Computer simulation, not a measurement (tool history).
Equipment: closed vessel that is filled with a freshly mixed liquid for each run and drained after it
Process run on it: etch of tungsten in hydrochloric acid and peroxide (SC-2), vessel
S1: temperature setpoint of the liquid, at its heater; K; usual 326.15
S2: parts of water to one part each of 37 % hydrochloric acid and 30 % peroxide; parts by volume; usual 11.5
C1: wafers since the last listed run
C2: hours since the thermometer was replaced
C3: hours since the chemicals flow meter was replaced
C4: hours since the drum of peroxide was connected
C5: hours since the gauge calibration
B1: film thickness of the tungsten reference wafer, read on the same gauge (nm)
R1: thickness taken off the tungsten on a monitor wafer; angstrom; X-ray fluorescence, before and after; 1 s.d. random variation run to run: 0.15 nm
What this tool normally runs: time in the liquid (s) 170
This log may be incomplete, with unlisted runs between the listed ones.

{"run": 1, "day": 0.0, "S1": 326.15, "S2": 11.5, "time in the liquid (s)": 170, "C1": 0, "C2": 271.3, "C3": 679, "C4": 691.9, "C5": 190.9, "B1": 150.02, "R1": 287.9}
{"run": 2, "day": 1.179, "S1": 326.15, "S2": 11.5, "time in the liquid (s)": 170, "C1": 3109, "C2": 299.6, "C3": 707.3, "C4": 720.2, "C5": 219.2, "B1": 149.98, "R1": 286.9}
{"run": 3, "day": 3.012, "S1": 326.15, "S2": 11.5, "time in the liquid (s)": 170, "C1": 4834, "C2": 343.6, "C3": 751.3, "C4": 764.2, "C5": 263.2, "B1": 149.99, "R1": 285.9}
{"run": 4, "day": 4.567, "S1": 326.15, "S2": 15.5, "time in the liquid (s)": 170, "C1": 4098, "C2": 380.9, "C3": 788.6, "C4": 801.5, "C5": 300.5, "B1": 150, "R1": 222.5}
{"run": 5, "day": 6.871, "S1": 326.15, "S2": 11.5, "time in the liquid (s)": 170, "C1": 6076, "C2": 436.2, "C3": 843.9, "C4": 856.8, "C5": 355.8, "B1": 149.99, "R1": 288.3}
{"run": 6, "day": 9.862, "S1": 326.15, "S2": 11.5, "time in the liquid (s)": 170, "C1": 7889, "C2": 508, "C3": 915.7, "C4": 928.6, "C5": 427.6, "B1": 150.02, "R1": 285.6}
{"run": 7, "day": 12.379, "S1": 326.15, "S2": 11.5, "time in the liquid (s)": 170, "C1": 6636, "C2": 568.4, "C3": 976.1, "C4": 989, "C5": 488, "B1": 150, "R1": 286.8}
{"run": 8, "day": 14.912, "S1": 326.15, "S2": 11.5, "time in the liquid (s)": 170, "C1": 6680, "C2": 629.2, "C3": 1036.9, "C4": 1049.8, "C5": 548.8, "B1": 149.97, "R1": 288}
{"run": 9, "day": 17.179, "S1": 326.15, "S2": 11.5, "time in the liquid (s)": 170, "C1": 5977, "C2": 683.6, "C3": 1091.3, "C4": 1104.2, "C5": 603.2, "B1": 150.05, "R1": 289.6}
{"day": 17.912, "done": "gauge calibrated"}
{"run": 10, "day": 20.038, "S1": 326.15, "S2": 11.5, "time in the liquid (s)": 170, "C1": 7537, "C2": 752.2, "C3": 1159.9, "C4": 1172.8, "C5": 51, "B1": 150.01, "R1": 288.4}
{"day": 21.05, "done": "new drum of peroxide connected"}
{"day": 21.962, "done": "thermometer replaced"}
{"run": 11, "day": 22.729, "S1": 333.15, "S2": 7.5, "time in the liquid (s)": 230, "C1": 6878, "C2": 18.4, "C3": 1224.5, "C4": 40.3, "C5": 115.6, "B1": 150.01, "R1": 884.5}
{"run": 12, "day": 24.45, "S1": 334.65, "S2": 16, "time in the liquid (s)": 135, "C1": 4537, "C2": 59.7, "C3": 1265.8, "C4": 81.6, "C5": 156.9, "B1": 149.99, "R1": 301.9}
{"run": 13, "day": 26.688, "S1": 326.15, "S2": 13.5, "time in the liquid (s)": 170, "C1": 5900, "C2": 113.4, "C3": 1319.5, "C4": 135.3, "C5": 210.6, "B1": 149.96, "R1": 256}
{"run": 14, "day": 28.896, "S1": 334.65, "S2": 16, "time in the liquid (s)": 135, "C1": 5823, "C2": 166.4, "C3": 1372.5, "C4": 188.3, "C5": 263.6, "B1": 150.02, "R1": 301.8}
{"day": 29.271, "done": "chemicals flow meter replaced"}
{"run": 15, "day": 31.067, "S1": 336.15, "S2": 9.5, "time in the liquid (s)": 170, "C1": 5614, "C2": 218.5, "C3": 43.1, "C4": 240.4, "C5": 315.7, "B1": 149.95, "R1": 649.2}
{"run": 16, "day": 33.333, "S1": 326.15, "S2": 11.5, "time in the liquid (s)": 170, "C1": 5977, "C2": 272.9, "C3": 97.5, "C4": 294.8, "C5": 370.1, "B1": 150, "R1": 292.4}
{"run": 17, "day": 35.146, "S1": 332.15, "S2": 11.5, "time in the liquid (s)": 115, "C1": 4779, "C2": 316.4, "C3": 141, "C4": 338.3, "C5": 413.6, "B1": 150.03, "R1": 291.1}
{"run": 18, "day": 37.004, "S1": 326.15, "S2": 11.5, "time in the liquid (s)": 170, "C1": 4900, "C2": 361, "C3": 185.6, "C4": 382.9, "C5": 458.2, "B1": 149.98, "R1": 289.4}
{"run": 19, "day": 39.592, "S1": 316.65, "S2": 9, "time in the liquid (s)": 235, "C1": 6823, "C2": 423.1, "C3": 247.7, "C4": 445, "C5": 520.3, "B1": 150.01, "R1": 261}

Below are 3 alternative next runs, each starting from the tool's condition after run 19. Predict each:
{"run": "A", "day": 39.621, "S1": 326.15, "S2": 11.5, "time in the liquid (s)": 170, "C1": 76, "C2": 423.8, "C3": 248.4, "C4": 445.7, "C5": 521, "B1": "?", "R1": "?"}
{"run": "B", "day": 39.621, "S1": 326.15, "S2": 9.5, "time in the liquid (s)": 170, "C1": 76, "C2": 423.8, "C3": 248.4, "C4": 445.7, "C5": 521, "B1": "?", "R1": "?"}
{"run": "C", "day": 39.621, "S1": 317.15, "S2": 15.5, "time in the liquid (s)": 210, "C1": 76, "C2": 423.8, "C3": 248.4, "C4": 445.7, "C5": 521, "B1": "?", "R1": "?"}

run=A B1=150 R1=292.2
run=B B1=150 R1=343.1
run=C B1=150 R1=151.9
The same runs, with their run-to-run variation unchanged, on a tool lacking any hidden condition would have given:
run=A R1=295.3
run=B R1=346.6
run=C R1=153.5
